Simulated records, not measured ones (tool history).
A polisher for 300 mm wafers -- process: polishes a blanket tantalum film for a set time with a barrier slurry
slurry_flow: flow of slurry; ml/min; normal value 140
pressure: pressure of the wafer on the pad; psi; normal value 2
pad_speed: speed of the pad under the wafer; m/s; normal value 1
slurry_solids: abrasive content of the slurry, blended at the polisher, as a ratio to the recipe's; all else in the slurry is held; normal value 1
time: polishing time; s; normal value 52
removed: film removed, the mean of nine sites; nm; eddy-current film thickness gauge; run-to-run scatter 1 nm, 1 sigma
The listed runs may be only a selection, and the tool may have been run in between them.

| run | hour | slurry_flow | pressure | pad_speed | slurry_solids | time | wafers since the last listed run | wafers polished on this pad | hours since the slurry nozzle was cleaned | hours since the head pressure was calibrated | hours since the slurry blender was calibrated | incoming thickness of the incoming film, nm | removed |
|---|---|---|---|---|---|---|---|---|---|---|---|---|---|
| 1 | 0 | 140 | 2.1 | 1 | 1 | 52 | 0 | 729 | 209.4 | 634.5 | 69.7 | 252.8 | 75.9 |
|  | 59.2 | slurry nozzle cleaned |
| 2 | 67 | 140 | 2.1 | 1 | 1 | 52 | 920 | 1650 | 7.8 | 701.5 | 136.7 | 249.9 | 83.1 |
|  | 121 | worn pad replaced by a new one |
| 3 | 121.6 | 140 | 2 | 1 | 1.2 | 52 | 706 | 8 | 62.4 | 756.1 | 191.3 | 245.8 | 84.5 |
| 4 | 245.6 | 140 | 2 | 1 | 1.2 | 52 | 1730 | 1738 | 186.4 | 880.1 | 315.3 | 249.4 | 79.3 |
|  | 275.2 | worn pad replaced by a new one |
|  | 286.7 | slurry blender recalibrated |
| 5 | 313.9 | 140 | 2 | 1 | 1 | 52 | 869 | 511 | 254.7 | 948.4 | 27.2 | 249.9 | 69.2 |
|  | 337.5 | slurry nozzle cleaned |
| 6 | 376 | 140 | 2 | 1 | 1 | 52 | 852 | 1364 | 38.5 | 1010.5 | 89.3 | 245.4 | 79.3 |
| 7 | 418.2 | 140 | 2 | 1 | 1 | 52 | 588 | 1953 | 80.7 | 1052.7 | 131.5 | 251.4 | 78.7 |
|  | 422.9 | worn pad replaced by a new one |
|  | 490.3 | head pressure recalibrated |
| 8 | 530.9 | 140 | 1.8 | 1.24 | 1 | 58 | 1488 | 1478 | 193.4 | 40.6 | 244.2 | 249.2 | 88 |
|  | 557.3 | slurry nozzle cleaned |
| 9 | 565.5 | 165 | 2 | 1 | 0.75 | 52 | 468 | 1947 | 8.2 | 75.2 | 278.8 | 246.1 | 72.4 |
|  | 571.5 | worn pad replaced by a new one |
|  | 609.7 | slurry blender recalibrated |
| 10 | 610.2 | 170 | 1.7 | 1 | 0.7 | 52 | 539 | 512 | 52.9 | 119.9 | 0.5 | 247.6 | 59.5 |
| 11 | 663 | 105 | 2 | 1 | 1.2 | 52 | 736 | 1248 | 105.7 | 172.7 | 53.3 | 252.9 | 76.2 |
| 12 | 696.6 | 140 | 2 | 1 | 1 | 52 | 468 | 1717 | 139.3 | 206.3 | 86.9 | 250.2 | 79.3 |
|  | 716.6 | worn pad replaced by a new one |
| 13 | 740.7 | 180 | 2 | 1 | 0.75 | 52 | 559 | 335 | 183.4 | 250.4 | 131 | 248 | 69.4 |
| 14 | 779 | 140 | 1.7 | 1 | 1 | 52 | 534 | 870 | 221.7 | 288.7 | 169.3 | 249.6 | 64.7 |

Alternative continuations, all from the tool just after run 14; predict every row:
| A | 779.4 | 140 | 2 | 1 | 1 | 52 | 5 | 875 | 222.1 | 289.1 | 169.7 | 251.8 | ? |
| B | 779.4 | 140 | 2 | 1 | 0.85 | 60 | 5 | 875 | 222.1 | 289.1 | 169.7 | 251.8 | ? |
| C | 779.4 | 140 | 2 | 0.84 | 1 | 52 | 5 | 875 | 222.1 | 289.1 | 169.7 | 251.8 | ? |

| run | removed |
|---|---|
| A | 73.1 |
| B | 78.3 |
| C | 66 |
Without the tool's hidden state the same runs would have given:
| run | removed |
|---|---|
| A | 79.9 |
| B | 85.7 |
| C | 72.3 |
